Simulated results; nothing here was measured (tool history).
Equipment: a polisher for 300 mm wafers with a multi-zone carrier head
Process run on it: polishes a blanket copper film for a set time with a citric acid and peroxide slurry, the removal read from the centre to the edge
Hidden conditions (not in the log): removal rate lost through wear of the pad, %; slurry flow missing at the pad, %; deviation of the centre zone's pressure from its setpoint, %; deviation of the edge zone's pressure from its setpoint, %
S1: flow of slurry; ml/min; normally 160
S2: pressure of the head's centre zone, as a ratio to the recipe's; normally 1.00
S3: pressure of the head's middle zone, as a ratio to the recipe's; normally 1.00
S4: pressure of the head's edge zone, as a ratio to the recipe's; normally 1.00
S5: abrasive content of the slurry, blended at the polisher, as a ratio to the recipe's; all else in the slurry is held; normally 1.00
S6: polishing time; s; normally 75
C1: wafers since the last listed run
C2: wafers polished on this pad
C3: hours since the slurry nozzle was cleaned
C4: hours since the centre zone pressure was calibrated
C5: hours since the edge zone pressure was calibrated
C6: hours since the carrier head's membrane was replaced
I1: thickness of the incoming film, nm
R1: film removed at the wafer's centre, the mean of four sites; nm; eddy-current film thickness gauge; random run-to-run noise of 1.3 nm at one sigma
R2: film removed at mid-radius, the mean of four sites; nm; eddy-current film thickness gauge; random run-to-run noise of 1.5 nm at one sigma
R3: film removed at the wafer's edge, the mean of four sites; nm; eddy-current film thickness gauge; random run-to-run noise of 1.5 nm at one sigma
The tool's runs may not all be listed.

run 1 day=0.000 | S1=160 S2=1.00 S3=1.00 S4=1.00 S5=1.00 S6=75 | C1=0 C2=2022 C3=273.3 C4=920.0 C5=482.0 C6=380.5 | I1=578.8 | R1=146.9 R2=160.6 R3=163.2
run 2 day=1.988 | S1=160 S2=1.00 S3=1.00 S4=1.00 S5=1.00 S6=88 | C1=467 C2=2490 C3=321.0 C4=967.7 C5=529.7 C6=428.2 | I1=569.8 | R1=171.7 R2=186.2 R3=191.4
run 3 day=3.262 | S1=160 S2=1.00 S3=0.92 S4=1.00 S5=1.00 S6=75 | C1=299 C2=2789 C3=351.6 C4=998.3 C5=560.3 C6=458.8 | I1=571.2 | R1=147.4 R2=150.7 R3=164.8
run 4 day=4.512 | S1=160 S2=1.03 S3=1.00 S4=1.00 S5=1.00 S6=75 | C1=294 C2=3084 C3=381.6 C4=1028.3 C5=590.3 C6=488.8 | I1=573.2 | R1=150.7 R2=158.9 R3=163.3
-- day=4.871 edge zone pressure recalibrated
run 5 day=5.838 | S1=160 S2=1.00 S3=1.11 S4=0.96 S5=1.00 S6=75 | C1=292 C2=3376 C3=413.4 C4=1060.1 C5=23.2 C6=520.6 | I1=564.3 | R1=146.4 R2=172.0 R3=159.8
run 6 day=7.038 | S1=160 S2=1.00 S3=1.00 S4=1.00 S5=1.00 S6=75 | C1=282 C2=3658 C3=442.2 C4=1088.9 C5=52.0 C6=549.4 | I1=558.2 | R1=147.5 R2=159.5 R3=166.7
run 7 day=9.525 | S1=160 S2=1.04 S3=1.00 S4=1.00 S5=1.15 S6=75 | C1=585 C2=4243 C3=501.9 C4=1148.6 C5=111.7 C6=609.1 | I1=569.1 | R1=154.9 R2=166.0 R3=168.4
-- day=9.825 slurry nozzle cleaned
-- day=9.900 worn pad replaced by a new one
-- day=12.488 centre zone pressure recalibrated
-- day=16.467 carrier head's membrane replaced by a new one
run 8 day=17.088 | S1=195 S2=1.00 S3=1.00 S4=1.09 S5=1.30 S6=64 | C1=1683 C2=1622 C3=174.3 C4=110.4 C5=293.2 C6=14.9 | I1=577.2 | R1=147.9 R2=149.2 R3=158.1
run 9 day=19.862 | S1=190 S2=0.91 S3=1.00 S4=1.00 S5=1.00 S6=75 | C1=652 C2=2275 C3=240.9 C4=177.0 C5=359.8 C6=81.5 | I1=570.6 | R1=148.3 R2=167.9 R3=168.0
run 10 day=21.467 | S1=160 S2=1.00 S3=1.09 S4=0.93 S5=1.25 S6=87 | C1=377 C2=2652 C3=279.4 C4=215.5 C5=398.3 C6=120.0 | I1=563.9 | R1=190.0 R2=205.0 R3=192.8
run 11 day=23.742 | S1=160 S2=1.00 S3=0.96 S4=0.89 S5=1.00 S6=75 | C1=535 C2=3187 C3=334.0 C4=270.1 C5=452.9 C6=174.6 | I1=563.4 | R1=154.4 R2=156.7 R3=154.7
-- day=24.188 edge zone pressure recalibrated
run 12 day=25.517 | S1=140 S2=1.00 S3=1.00 S4=1.00 S5=1.00 S6=75 | C1=397 C2=3585 C3=376.6 C4=312.7 C5=31.9 C6=217.2 | I1=566.3 | R1=148.9 R2=156.4 R3=162.8
run 13 day=27.838 | S1=160 S2=1.03 S3=1.00 S4=1.00 S5=1.00 S6=75 | C1=545 C2=4131 C3=432.3 C4=368.4 C5=87.6 C6=272.9 | I1=576.7 | R1=158.5 R2=160.3 R3=164.3
run 14 day=29.975 | S1=160 S2=1.04 S3=1.00 S4=1.00 S5=1.00 S6=75 | C1=502 C2=4634 C3=483.6 C4=419.7 C5=138.9 C6=324.2 | I1=569.8 | R1=156.9 R2=159.9 R3=165.7
-- day=30.696 slurry nozzle cleaned
-- day=31.346 worn pad replaced by a new one
run 15 day=31.967 | S1=160 S2=0.94 S3=1.06 S4=1.00 S5=1.00 S6=75 | C1=419 C2=145 C3=30.5 C4=467.5 C5=186.7 C6=372.0 | I1=580.3 | R1=143.1 R2=166.6 R3=165.6
run 16 day=40.471 | S1=160 S2=1.00 S3=1.00 S4=1.00 S5=1.00 S6=51 | C1=2000 C2=2146 C3=234.6 C4=671.6 C5=390.8 C6=576.1 | I1=558.0 | R1=102.4 R2=107.2 R3=112.1
run 17 day=42.896 | S1=160 S2=1.00 S3=1.00 S4=0.92 S5=1.00 S6=75 | C1=570 C2=2716 C3=292.8 C4=729.8 C5=449.0 C6=634.3 | I1=583.1 | R1=149.9 R2=160.8 R3=158.0
run 18 day=44.571 | S1=160 S2=1.09 S3=1.11 S4=0.90 S5=1.00 S6=60 | C1=394 C2=3110 C3=333.0 C4=770.0 C5=489.2 C6=674.5 | I1=573.4 | R1=128.7 R2=138.2 R3=124.3
-- day=48.671 carrier head's membrane replaced by a new one
-- day=49.242 worn pad replaced by a new one
-- day=49.888 slurry nozzle cleaned
-- day=49.950 edge zone pressure recalibrated
run 19 day=51.592 | S1=160 S2=1.00 S3=1.00 S4=1.00 S5=1.00 S6=75 | C1=1538 C2=528 C3=40.9 C4=938.5 C5=39.4 C6=70.1 | I1=566.7 | R1=147.1 R2=160.6 R3=164.5
run 20 day=54.567 | S1=160 S2=1.00 S3=1.00 S4=1.00 S5=1.00 S6=75 | C1=699 C2=1228 C3=112.3 C4=1009.9 C5=110.8 C6=141.5 | I1=562.3 | R1=148.8 R2=162.4 R3=163.5

Consider 5 possible next runs. They are alternatives, not a sequence: every one starts from the tool as it was left by run 20. What does each give?
run A day=54.588 | S1=160 S2=1.00 S3=1.00 S4=1.00 S5=1.00 S6=75 | C1=4 C2=1233 C3=112.8 C4=1010.4 C5=111.3 C6=142.0 | I1=577.0 | R1=? R2=? R3=?
run B day=54.588 | S1=160 S2=1.00 S3=0.97 S4=1.00 S5=1.00 S6=75 | C1=4 C2=1233 C3=112.8 C4=1010.4 C5=111.3 C6=142.0 | I1=577.0 | R1=? R2=? R3=?
run C day=54.588 | S1=160 S2=1.00 S3=0.89 S4=1.00 S5=1.00 S6=75 | C1=4 C2=1233 C3=112.8 C4=1010.4 C5=111.3 C6=142.0 | I1=577.0 | R1=? R2=? R3=?
run D day=54.588 | S1=160 S2=1.00 S3=1.00 S4=1.00 S5=1.00 S6=57 | C1=4 C2=1233 C3=112.8 C4=1010.4 C5=111.3 C6=142.0 | I1=577.0 | R1=? R2=? R3=?
run E day=54.588 | S1=200 S2=1.00 S3=1.00 S4=1.06 S5=1.00 S6=75 | C1=4 C2=1233 C3=112.8 C4=1010.4 C5=111.3 C6=142.0 | I1=577.0 | R1=? R2=? R3=?

run=A R1=147.0 R2=159.9 R3=163.7
run=B R1=147.0 R2=156.8 R3=163.8
run=C R1=146.9 R2=148.8 R3=163.9
run=D R1=111.7 R2=121.5 R3=124.4
run=E R1=153.5 R2=166.2 R3=173.3
With no hidden state in the tool, these same runs would have given:
run=A R1=159.3 R2=159.8 R3=163.7
run=B R1=159.2 R2=156.8 R3=163.8
run=C R1=159.2 R2=148.8 R3=163.9
run=D R1=121.0 R2=121.4 R3=124.4
run=E R1=166.3 R2=166.1 R3=173.3
